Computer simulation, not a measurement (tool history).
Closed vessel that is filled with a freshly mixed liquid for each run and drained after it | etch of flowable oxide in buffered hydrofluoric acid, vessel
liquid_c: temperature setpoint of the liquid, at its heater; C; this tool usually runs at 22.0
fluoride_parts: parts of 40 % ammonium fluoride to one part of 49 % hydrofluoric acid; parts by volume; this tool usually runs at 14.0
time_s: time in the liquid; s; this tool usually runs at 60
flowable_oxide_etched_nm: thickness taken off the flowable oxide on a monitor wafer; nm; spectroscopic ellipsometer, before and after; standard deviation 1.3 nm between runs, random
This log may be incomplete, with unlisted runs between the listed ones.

run,hour,liquid_c,fluoride_parts,time_s,wafers since the last listed run,hours since the thermometer was replaced,hours since the hydrofluoric acid flow meter was replaced,hours since the gauge calibration,"read-back film thickness of the flowable oxide reference wafer, read on the same gauge (nm)",flowable_oxide_etched_nm
1,0.0,19.5,14.0,50,0,468.2,751.8,202.1,139.99,108.69
2,85.1,22.0,14.0,60,6222,553.3,836.9,287.2,140.01,148.97
3,156.8,22.0,14.0,60,5242,625.0,908.6,358.9,140.02,148.52
4,228.3,19.5,12.5,60,5227,696.5,980.1,430.4,140.00,143.38
5,280.6,22.0,14.0,60,3824,748.8,1032.4,482.7,139.98,146.11
6,381.9,22.0,14.0,60,7406,850.1,1133.7,584.0,140.02,147.26
7,488.8,22.0,14.0,60,7816,957.0,1240.6,690.9,139.96,144.20
8,541.1,22.0,14.0,70,3824,1009.3,1292.9,743.2,139.99,170.02
9,625.8,22.0,14.0,70,6193,1094.0,1377.6,827.9,139.99,165.55
10,696.1,23.0,14.0,60,5140,1164.3,1447.9,898.2,139.99,152.70
11,792.6,23.0,14.0,60,7055,1260.8,1544.4,994.7,139.99,150.47
12,840.4,23.0,14.0,60,3495,1308.6,1592.2,1042.5,140.01,151.49
13,923.4,22.0,14.0,60,6068,1391.6,1675.2,1125.5,140.03,140.77
14,978.6,22.0,14.0,60,4036,1446.8,1730.4,1180.7,139.99,139.80
15,1084.9,20.5,14.0,60,7772,1553.1,1836.7,1287.0,140.01,127.91
16,1199.9,22.0,14.0,60,8408,1668.1,1951.7,1402.0,140.03,138.01
# hour 1226.9: hydrofluoric acid flow meter replaced
17,1293.2,25.5,12.0,80,6748,1761.4,66.3,1495.3,139.99,288.80
18,1359.8,22.0,14.0,60,4869,1828.0,132.9,1561.9,139.97,152.79
# hour 1418.1: gauge calibrated
19,1462.8,22.0,14.0,30,7531,1931.0,235.9,44.7,140.00,76.45
20,1525.2,22.0,18.0,30,4562,1993.4,298.3,107.1,139.98,58.42
21,1607.3,22.0,14.0,60,6002,2075.5,380.4,189.2,139.98,150.98
22,1660.9,22.0,14.0,30,3919,2129.1,434.0,242.8,140.02,75.96
23,1715.1,20.0,11.5,60,3962,2183.3,488.2,297.0,140.01,163.62
# hour 1753.2: thermometer replaced
24,1760.7,17.0,9.5,45,3261,7.5,533.8,342.6,140.01,123.73
25,1986.0,19.5,17.0,60,16473,232.8,759.1,567.9,140.00,107.45
26,2042.4,17.5,18.5,75,4123,289.2,815.5,624.3,140.03,108.82
27,2141.3,22.0,14.0,60,7231,388.1,914.4,723.2,140.01,146.01
28,2248.9,19.0,14.0,60,7867,495.7,1022.0,830.8,140.00,124.54
29,2328.6,22.0,14.0,60,5827,575.4,1101.7,910.5,139.99,147.00
30,2365.6,22.0,14.0,70,2705,612.4,1138.7,947.5,139.99,170.20
31,2447.0,22.0,14.0,60,5951,693.8,1220.1,1028.9,140.02,144.31
32,2508.8,24.5,16.5,60,4518,755.6,1281.9,1090.7,140.01,141.46
33,2579.2,20.5,14.0,70,5147,826.0,1352.3,1161.1,139.99,153.32

Branching from run 33: 4 alternative next runs. What would each branch give?
A,2579.9,22.0,14.0,60,51,826.7,1353.0,1161.8,?,?
B,2579.9,26.0,14.0,90,51,826.7,1353.0,1161.8,?,?
C,2579.9,26.0,14.0,80,51,826.7,1353.0,1161.8,?,?
D,2579.9,20.0,14.0,80,51,826.7,1353.0,1161.8,?,?

run,"read-back film thickness of the flowable oxide reference wafer, read on the same gauge (nm)",flowable_oxide_etched_nm
A,139.99,141.21
B,139.99,263.55
C,139.99,234.26
D,139.99,168.43
With no hidden state in the tool, these same runs would have given:
run,flowable_oxide_etched_nm
A,154.36
B,288.06
C,256.05
D,184.12
